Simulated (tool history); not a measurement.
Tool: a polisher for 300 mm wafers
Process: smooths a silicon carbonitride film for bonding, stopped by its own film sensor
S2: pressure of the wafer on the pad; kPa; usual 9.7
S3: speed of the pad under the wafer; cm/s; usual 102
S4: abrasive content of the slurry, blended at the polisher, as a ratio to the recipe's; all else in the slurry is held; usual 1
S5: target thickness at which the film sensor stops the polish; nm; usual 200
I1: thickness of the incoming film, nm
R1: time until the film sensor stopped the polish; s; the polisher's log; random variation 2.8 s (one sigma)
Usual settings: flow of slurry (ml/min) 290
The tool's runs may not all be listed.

run 1 hour=0 | flow_of_slurry_(ml/min)=290 S2=9.7 S3=102 S4=1 S5=200 | I1=229.6 | R1=166.8
run 2 hour=7.2 | flow_of_slurry_(ml/min)=290 S2=9.7 S3=102 S4=1 S5=204 | I1=228 | R1=136.1
run 3 hour=22 | flow_of_slurry_(ml/min)=290 S2=9.7 S3=102 S4=1 S5=204 | I1=232.7 | R1=163.5
run 4 hour=39.7 | flow_of_slurry_(ml/min)=290 S2=9.7 S3=102 S4=1 S5=200 | I1=231.9 | R1=181.8
run 5 hour=51.6 | flow_of_slurry_(ml/min)=290 S2=9.7 S3=102 S4=1 S5=200 | I1=230.2 | R1=174.9
run 6 hour=84.4 | flow_of_slurry_(ml/min)=290 S2=9.7 S3=102 S4=1 S5=200 | I1=228.2 | R1=165.1
run 7 hour=93.3 | flow_of_slurry_(ml/min)=290 S2=9.7 S3=102 S4=1 S5=200 | I1=232.6 | R1=192.6
-- hour=97.3 head pressure recalibrated
run 8 hour=102.5 | flow_of_slurry_(ml/min)=290 S2=9.7 S3=102 S4=1 S5=200 | I1=228.3 | R1=172
run 9 hour=117 | flow_of_slurry_(ml/min)=290 S2=9.7 S3=102 S4=1 S5=200 | I1=230.6 | R1=193.2
run 10 hour=126.9 | flow_of_slurry_(ml/min)=290 S2=9.7 S3=102 S4=1 S5=200 | I1=230.2 | R1=189.9
-- hour=139 worn pad replaced by a new one
run 11 hour=144.6 | flow_of_slurry_(ml/min)=290 S2=9.7 S3=102 S4=1 S5=200 | I1=228.7 | R1=159.6
run 12 hour=153.9 | flow_of_slurry_(ml/min)=205 S2=6.2 S3=134 S4=1 S5=200 | I1=229.8 | R1=196.4
run 13 hour=163.4 | flow_of_slurry_(ml/min)=290 S2=9.7 S3=130 S4=1 S5=200 | I1=230.2 | R1=139.5
run 14 hour=170.2 | flow_of_slurry_(ml/min)=290 S2=9.7 S3=102 S4=1 S5=200 | I1=234.1 | R1=191.1
run 15 hour=184 | flow_of_slurry_(ml/min)=325 S2=9.7 S3=70 S4=1 S5=200 | I1=230.9 | R1=226
run 16 hour=197.2 | flow_of_slurry_(ml/min)=290 S2=12.4 S3=102 S4=1 S5=200 | I1=230.3 | R1=140
-- hour=204.1 slurry blender recalibrated
-- hour=212.8 slurry nozzle cleaned
run 17 hour=214 | flow_of_slurry_(ml/min)=245 S2=11.7 S3=102 S4=1.2 S5=200 | I1=233 | R1=155.5

Run 18 comes next. What will it give?
run 18 hour=228.5 | flow_of_slurry_(ml/min)=205 S2=6.9 S3=102 S4=1.25 S5=192 | I1=231.8 | R1=?

R1: 289.3 s
Without the tool's hidden state the same run would have given R1 278.4 s.
